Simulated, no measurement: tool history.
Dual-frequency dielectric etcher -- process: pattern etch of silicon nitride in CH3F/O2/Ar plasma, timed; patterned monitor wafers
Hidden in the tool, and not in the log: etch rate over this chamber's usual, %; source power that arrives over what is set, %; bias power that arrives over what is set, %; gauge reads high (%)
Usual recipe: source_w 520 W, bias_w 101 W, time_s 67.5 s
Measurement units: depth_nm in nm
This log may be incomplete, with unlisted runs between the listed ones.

run,day,source_w,bias_w,time_s,wafers since the last listed run,hours since the last wet clean,hours since the last source power generator calibration,hours since the last bias power generator calibration,hours since the last upper electrode change,hours since the gauge calibration,"read-back reference wafer on the same gauge, depth_nm",depth_nm
1,0.000,560,101,67.5,0,376.5,3071.2,3750.9,6081.8,217.8,59.9,57.1
2,0.325,560,101,67.5,106,384.3,3079.0,3758.7,6089.6,225.6,59.9,57.1
3,1.062,520,88,67.5,242,402.0,3096.7,3776.4,6107.3,243.3,59.9,52.8
# day 1.488: gauge calibrated
4,1.725,520,88,67.5,218,417.9,3112.6,3792.3,6123.2,5.7,59.9,52.8
5,2.300,520,88,67.5,189,431.7,3126.4,3806.1,6137.0,19.5,59.9,52.9
6,2.733,440,101,67.5,142,442.1,3136.8,3816.5,6147.4,29.9,59.9,52.4
7,3.417,440,101,67.5,224,458.5,3153.2,3832.9,6163.8,46.3,59.9,52.4
8,4.071,440,101,67.5,215,474.2,3168.9,3848.6,6179.5,62.0,59.9,52.3
9,4.329,520,101,67.5,85,480.4,3175.1,3854.8,6185.7,68.2,59.9,55.5
# day 5.408: wet clean of the chamber
10,5.429,520,118,67.5,32,0.5,3201.5,3881.2,6212.1,94.6,59.9,59.3
11,5.442,520,118,67.5,4,0.8,3201.8,3881.5,6212.4,94.9,59.9,59.1
12,6.050,520,118,67.5,200,15.4,3216.4,3896.1,6227.0,109.5,59.9,59.3
13,6.338,520,101,67.5,94,22.3,3223.3,3903.0,6233.9,116.4,59.9,55.9
14,6.658,610,101,73.5,105,30.0,3231.0,3910.7,6241.6,124.1,59.9,64.3
# day 7.183: source power generator calibrated
15,7.204,570,85,87.0,124,43.1,0.5,3923.8,6254.7,137.2,59.9,70.0
# day 7.925: bias power generator calibrated
# day 8.462: upper electrode replaced
16,8.483,520,117,67.5,190,73.8,31.2,13.4,0.5,167.9,59.9,59.2
17,8.496,520,101,80.5,4,74.1,31.5,13.7,0.8,168.2,59.9,66.6
18,8.754,410,90,54.5,85,80.3,37.7,19.9,7.0,174.4,59.9,39.8
19,9.117,520,101,67.5,119,89.0,46.4,28.6,15.7,183.1,59.9,55.9
20,9.554,520,118,67.5,143,99.5,56.9,39.1,26.2,193.6,59.9,59.0
21,10.233,520,101,67.5,223,115.8,73.2,55.4,42.5,209.9,59.9,56.0
# day 11.962: gauge calibrated
22,12.188,480,109,74.0,643,162.7,120.1,102.3,89.4,5.4,59.9,61.2
23,12.908,520,101,67.5,237,180.0,137.4,119.6,106.7,22.7,59.9,55.8
24,13.475,650,101,67.5,186,193.6,151.0,133.2,120.3,36.3,59.9,60.4
25,14.200,520,101,55.0,238,211.0,168.4,150.6,137.7,53.7,59.9,45.3
26,14.862,440,116,53.0,218,226.9,184.3,166.5,153.6,69.6,59.9,43.5
27,15.162,520,101,67.5,98,234.1,191.5,173.7,160.8,76.8,59.9,55.7
28,15.821,520,125,60.0,216,249.9,207.3,189.5,176.6,92.6,59.9,53.7
29,16.258,440,79,67.5,143,260.4,217.8,200.0,187.1,103.1,59.9,48.2

Alternative continuations, all from the tool just after run 29; predict every row:
A,16.275,520,101,83.0,5,260.8,218.2,200.4,187.5,103.5,?,?
B,16.275,600,101,67.5,5,260.8,218.2,200.4,187.5,103.5,?,?
C,16.275,520,109,58.5,5,260.8,218.2,200.4,187.5,103.5,?,?
D,16.275,590,86,59.0,5,260.8,218.2,200.4,187.5,103.5,?,?
E,16.275,590,101,67.5,5,260.8,218.2,200.4,187.5,103.5,?,?

run,"read-back reference wafer on the same gauge, depth_nm",depth_nm
A,59.9,68.5
B,59.9,58.6
C,59.9,49.7
D,59.9,48.1
E,59.9,58.3
Without the tool's unlogged condition, the same runs would have read:
run,depth_nm
A,68.8
B,58.8
C,49.9
D,48.3
E,58.5
